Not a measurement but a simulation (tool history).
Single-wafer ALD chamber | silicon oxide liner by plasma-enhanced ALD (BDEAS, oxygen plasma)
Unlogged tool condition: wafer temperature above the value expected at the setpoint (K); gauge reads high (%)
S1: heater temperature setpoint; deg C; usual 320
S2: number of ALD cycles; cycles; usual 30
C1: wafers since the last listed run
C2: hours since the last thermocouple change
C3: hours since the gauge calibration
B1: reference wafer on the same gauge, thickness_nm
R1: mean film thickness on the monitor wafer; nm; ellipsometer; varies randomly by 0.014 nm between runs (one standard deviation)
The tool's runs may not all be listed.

Run 1, day 0: usual settings; C1 0; C2 1668.3; C3 306.8; B1 2.311. Result: R1 2.879 nm.
Run 2, day 3.812: usual settings but S1 317 deg C, S2 32 cycles; C1 700; C2 1759.8; C3 398.3; B1 2.309. Result: R1 3.084 nm.
Run 3, day 4.438: usual settings but S1 317 deg C, S2 32 cycles; C1 114; C2 1774.8; C3 413.3; B1 2.312. Result: R1 3.096 nm.
Run 4, day 5.325: usual settings but S1 312 deg C, S2 29 cycles; C1 163; C2 1796.1; C3 434.6; B1 2.311. Result: R1 2.825 nm.
Run 5, day 5.975: usual settings but S1 312 deg C, S2 29 cycles; C1 119; C2 1811.7; C3 450.2; B1 2.31. Result: R1 2.838 nm.
Run 6, day 7.354: usual settings but S1 330 deg C; C1 253; C2 1844.8; C3 483.3; B1 2.312. Result: R1 2.817 nm.
Run 7, day 8.396: usual settings; C1 191; C2 1869.8; C3 508.3; B1 2.313. Result: R1 2.883 nm.
Run 8, day 9.254: usual settings; C1 157; C2 1890.4; C3 528.9; B1 2.308. Result: R1 2.894 nm.
Run 9, day 10.412: usual settings; C1 212; C2 1918.2; C3 556.7; B1 2.315. Result: R1 2.897 nm.
Run 10, day 11.458: usual settings but S2 33 cycles; C1 192; C2 1943.3; C3 581.8; B1 2.314. Result: R1 3.197 nm.
Run 11, day 12.371: usual settings but S2 25 cycles; C1 167; C2 1965.2; C3 603.7; B1 2.309. Result: R1 2.415 nm.
Run 12, day 12.95: usual settings but S1 308 deg C, S2 28 cycles; C1 106; C2 1979.1; C3 617.6; B1 2.31. Result: R1 2.746 nm.
Run 13, day 13.762: usual settings; C1 149; C2 1998.6; C3 637.1; B1 2.309. Result: R1 2.897 nm.
Run 14, day 14.275: usual settings but S1 310 deg C; C1 94; C2 2010.9; C3 649.4; B1 2.307. Result: R1 2.947 nm.
Run 15, day 15.467: usual settings but S2 26 cycles; C1 218; C2 2039.5; C3 678; B1 2.311. Result: R1 2.484 nm.
Run 16, day 16.312: usual settings but S1 317 deg C; C1 155; C2 2059.8; C3 698.3; B1 2.315. Result: R1 2.875 nm.
Run 17, day 17.492: usual settings but S1 317 deg C; C1 216; C2 2088.1; C3 726.6; B1 2.312. Result: R1 2.887 nm.
Run 18, day 18.388: usual settings but S1 317 deg C; C1 164; C2 2109.6; C3 748.1; B1 2.311. Result: R1 2.913 nm.
Run 19, day 18.983: usual settings; C1 109; C2 2123.9; C3 762.4; B1 2.307. Result: R1 2.88 nm.
Run 20, day 19.712: usual settings; C1 133; C2 2141.4; C3 779.9; B1 2.31. Result: R1 2.899 nm.
Run 21, day 20.6: usual settings; C1 163; C2 2162.7; C3 801.2; B1 2.314. Result: R1 2.913 nm.
Run 22, day 21.125: usual settings; C1 96; C2 2175.3; C3 813.8; B1 2.31. Result: R1 2.868 nm.
Run 23, day 21.692: usual settings; C1 104; C2 2188.9; C3 827.4; B1 2.307. Result: R1 2.856 nm.
Run 24, day 22.288: usual settings; C1 109; C2 2203.2; C3 841.7; B1 2.308. Result: R1 2.891 nm.
Run 25, day 22.9: usual settings; C1 112; C2 2217.9; C3 856.4; B1 2.309. Result: R1 2.887 nm.
Run 26, day 24.092: usual settings but S1 332 deg C, S2 33 cycles; C1 218; C2 2246.5; C3 885; B1 2.31. Result: R1 3.102 nm.
At day 24.583: gauge calibrated.
Run 27, day 24.671: usual settings but S1 313 deg C, S2 26 cycles; C1 106; C2 2260.4; C3 2.1; B1 2.312. Result: R1 2.522 nm.
At day 25.042: thermocouple changed; heater temperature recalibrated.
Run 28, day 25.392: usual settings but S1 307 deg C, S2 27 cycles; C1 71; C2 8.4; C3 19.4; B1 2.309. Result: R1 2.669 nm.
Run 29, day 25.967: usual settings but S1 306 deg C, S2 27 cycles; C1 105; C2 22.2; C3 33.2; B1 2.31. Result: R1 2.673 nm.
Run 30, day 27.179: usual settings but S1 333 deg C; C1 222; C2 51.3; C3 62.3; B1 2.312. Result: R1 2.814 nm.
Run 31, day 28.446: usual settings but S1 332 deg C, S2 36 cycles; C1 232; C2 81.7; C3 92.7; B1 2.31. Result: R1 3.399 nm.
Run 32, day 28.975: usual settings but S1 328 deg C, S2 32 cycles; C1 97; C2 94.4; C3 105.4; B1 2.313. Result: R1 3.035 nm.
Run 33, day 29.958: usual settings but S1 310 deg C, S2 35 cycles; C1 180; C2 118; C3 129; B1 2.308. Result: R1 3.398 nm.
Run 34, day 31.25: usual settings but S1 308 deg C, S2 24 cycles; C1 237; C2 149; C3 160; B1 2.31. Result: R1 2.349 nm.
Run 35, day 31.833: usual settings but S2 27 cycles; C1 107; C2 163; C3 174; B1 2.313. Result: R1 2.59 nm.
Run 36, day 32.662: usual settings but S1 327 deg C, S2 27 cycles; C1 152; C2 182.9; C3 193.9; B1 2.308. Result: R1 2.575 nm.
Run 37, day 33.638: usual settings; C1 179; C2 206.3; C3 217.3; B1 2.309. Result: R1 2.878 nm.
Run 38, day 34.279: usual settings but S1 308 deg C; C1 117; C2 221.7; C3 232.7; B1 2.313. Result: R1 2.943 nm.
Run 39, day 34.979: usual settings but S2 35 cycles; C1 128; C2 238.5; C3 249.5; B1 2.311. Result: R1 3.371 nm.
Run 40, day 36.117: usual settings but S1 307 deg C, S2 35 cycles; C1 208; C2 265.8; C3 276.8; B1 2.311. Result: R1 3.45 nm.
Run 41, day 37.446: usual settings but S1 335 deg C, S2 35 cycles; C1 244; C2 297.7; C3 308.7; B1 2.312. Result: R1 3.275 nm.
Run 42, day 38.725: usual settings but S1 327 deg C; C1 234; C2 328.4; C3 339.4; B1 2.312. Result: R1 2.854 nm.
Run 43, day 39.829: usual settings but S1 315 deg C, S2 32 cycles; C1 202; C2 354.9; C3 365.9; B1 2.31. Result: R1 3.112 nm.
Run 44, day 41.142: usual settings; C1 241; C2 386.4; C3 397.4; B1 2.312. Result: R1 2.868 nm.
Run 45, day 42.062: usual settings but S1 314 deg C, S2 32 cycles; C1 169; C2 408.5; C3 419.5; B1 2.311. Result: R1 3.097 nm.

Forecast each of these 3 alternatives for the next run:
Run A, day 42.079: usual settings but S1 332 deg C; C1 3; C2 408.9; C3 419.9; B1 ?. Result: R1 ?.
Run B, day 42.079: usual settings but S1 312 deg C; C1 3; C2 408.9; C3 419.9; B1 ?. Result: R1 ?.
Run C, day 42.079: usual settings but S1 311 deg C, S2 28 cycles; C1 3; C2 408.9; C3 419.9; B1 ?. Result: R1 ?.

run     B1     R1
  A  2.312  2.818
  B  2.312  2.912
  C  2.312  2.722
Without the tool's unlogged condition, the same runs would have read:
run     R1
  A  2.818
  B  2.912
  C  2.722
